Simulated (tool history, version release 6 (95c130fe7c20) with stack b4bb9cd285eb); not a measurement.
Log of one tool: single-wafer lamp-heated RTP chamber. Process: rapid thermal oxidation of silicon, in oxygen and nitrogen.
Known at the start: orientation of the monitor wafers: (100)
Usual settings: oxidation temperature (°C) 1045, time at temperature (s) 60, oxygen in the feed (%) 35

run    hour  oxidation temperature (°C)  time at temperature (s)  oxygen in the feed (%)  read-back reference wafer on the same gauge, thickness  oxide thickness on the monitor wafer (Å)
  1     0.0                        1045                       60                      35                                                   6.082                                     60.39
  2    77.6                        1045                       60                      35                                                   6.079                                     60.27
  3   222.6                        1058                       60                      35                                                   6.082                                     65.84
  4   281.8                        1045                       60                      20                                                   6.077                                     50.41
      370.5  -- pyrometer window cleaned and pyrometer calibrated
  5   371.0                        1045                       60                      20                                                   6.078                                     50.00
  6   421.1                        1045                       60                      35                                                   6.083                                     60.24
  7   527.2                        1045                       60                      35                                                   6.080                                     60.28
  8   565.1                        1045                       60                      35                                                   6.079                                     60.41
  9   657.9                        1045                       60                      35                                                   6.081                                     60.45
 10   750.7                        1045                       60                      35                                                   6.078                                     60.48
 11   792.9                        1045                       60                      35                                                   6.080                                     60.64
 12   874.6                        1045                       60                      35                                                   6.083                                     60.52
 13   918.7                        1045                       60                      35                                                   6.082                                     60.58
 14   970.5                        1045                       60                      42                                                   6.083                                     64.58
 15  1062.0                        1045                       60                      42                                                   6.076                                     64.47
 16  1123.0                        1045                       60                      42                                                   6.082                                     64.47
 17  1220.1                        1045                       48                      35                                                   6.077                                     55.32
     1276.6  -- pyrometer window cleaned and pyrometer calibrated
 18  1289.3                        1045                       48                      35                                                   6.082                                     54.50
 19  1342.2                        1045                       48                      35                                                   6.081                                     54.57
 20  1602.5                        1045                       78                      35                                                   6.081                                     67.70
 21  1709.4                        1045                       60                      35                                                   6.079                                     60.36
 22  1773.0                        1045                       60                      35                                                   6.080                                     60.51
 23  1865.9                        1030                       87                      20                                                   6.083                                     53.44
 24  1958.4                        1045                       60                      35                                                   6.081                                     60.68
     2235.2  -- pyrometer window cleaned and pyrometer calibrated
 25  2255.2                        1045                       60                      25                                                   6.083                                     53.84
 26  2313.1                        1045                       45                      35                                                   6.075                                     53.08
     2400.6  -- oxygen flow controller replaced
 27  2401.1                        1045                       36                      46                                                   6.077                                     52.09
 28  2449.2                        1045                       81                      25                                                   6.085                                     59.93
     2516.4  -- gauge calibrated
 29  2548.8                        1045                       60                      35                                                   6.081                                     59.40
 30  2616.2                        1030                       87                      20                                                   6.080                                     52.32
 31  2694.8                        1075                       40                      49                                                   6.080                                     68.59
 32  2750.7                        1030                       49                      44                                                   6.081                                     53.39
 33  2804.5                        1054                       41                      18                                                   6.079                                     43.37
 34  2905.1                        1034                       30                      35                                                   6.078                                     41.75
 35  3011.0                        1045                       60                      63                                                   6.082                                     73.40
 36  3084.5                        1059                       60                      35                                                   6.084                                     65.88
 37  3161.6                        1045                       60                      35                                                   6.078                                     60.11
     3176.8  -- pyrometer window cleaned and pyrometer calibrated
 38  3264.3                        1062                       60                      63                                                   6.085                                     82.01
 39  3326.6                        1060                       46                      65                                                   6.080                                     72.91

What the log doesn't show, run by run:
gauge reads high (%): 0 in every run
H1: true wafer temperature minus pyrometer reading, K
H2: deviation of the oxygen flow from its setpoint, %
run      H1     H2
  1       1   8.09
  2    1.15   8.13
  3    1.44   8.21
  4    1.55   8.24
  5   0.416   8.28
  6   0.513   8.31
  7   0.721   8.36
  8   0.795   8.38
  9   0.976   8.42
 10    1.16   8.46
 11    1.24   8.47
 12     1.4   8.51
 13    1.48   8.52
 14    1.59   8.54
 15    1.76   8.58
 16    1.88    8.6
 17    2.07   8.63
 18  0.0763   8.65
 19    0.18   8.67
 20   0.688   8.75
 21   0.897   8.78
 22    1.02   8.79
 23     1.2   8.82
 24    1.38   8.84
 25   0.133   8.91
 26   0.246   8.92
 27   0.418  0.794
 28   0.511  0.974
 29   0.706   1.34
 30   0.838   1.57
 31   0.991   1.84
 32     1.1   2.02
 33    1.21    2.2
 34     1.4   2.51
 35    1.61   2.82
 36    1.75   3.03
 37     1.9   3.24
 38   0.563   3.51
 39   0.684   3.67
